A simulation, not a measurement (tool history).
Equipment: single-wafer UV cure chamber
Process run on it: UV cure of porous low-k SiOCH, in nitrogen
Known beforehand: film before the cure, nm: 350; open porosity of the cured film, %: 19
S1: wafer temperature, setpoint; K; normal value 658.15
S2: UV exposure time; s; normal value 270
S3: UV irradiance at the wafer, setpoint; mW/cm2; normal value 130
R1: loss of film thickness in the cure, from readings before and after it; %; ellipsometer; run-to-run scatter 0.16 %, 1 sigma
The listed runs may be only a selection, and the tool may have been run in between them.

run,hour,S1,S2,S3,R1
1,0.0,658.15,270,130,12.626
2,10.1,658.15,270,130,12.706
3,18.0,658.15,270,130,13.065
4,35.4,658.15,270,130,12.715
# hour 55.0: quartz window cleaned
5,55.5,642.15,390,130,14.230
6,65.3,642.15,390,130,14.413
7,79.4,658.15,325,130,13.875
# hour 90.0: UV bulbs replaced
8,90.5,648.15,205,130,11.441
9,103.3,658.15,430,130,15.332

What will run 10 give?
10,111.4,658.15,270,130,?

{"run 10": {"R1": 12.901}}
With the hidden condition absent and the run-to-run variation left alone, this run would have shown R1 12.901 %.

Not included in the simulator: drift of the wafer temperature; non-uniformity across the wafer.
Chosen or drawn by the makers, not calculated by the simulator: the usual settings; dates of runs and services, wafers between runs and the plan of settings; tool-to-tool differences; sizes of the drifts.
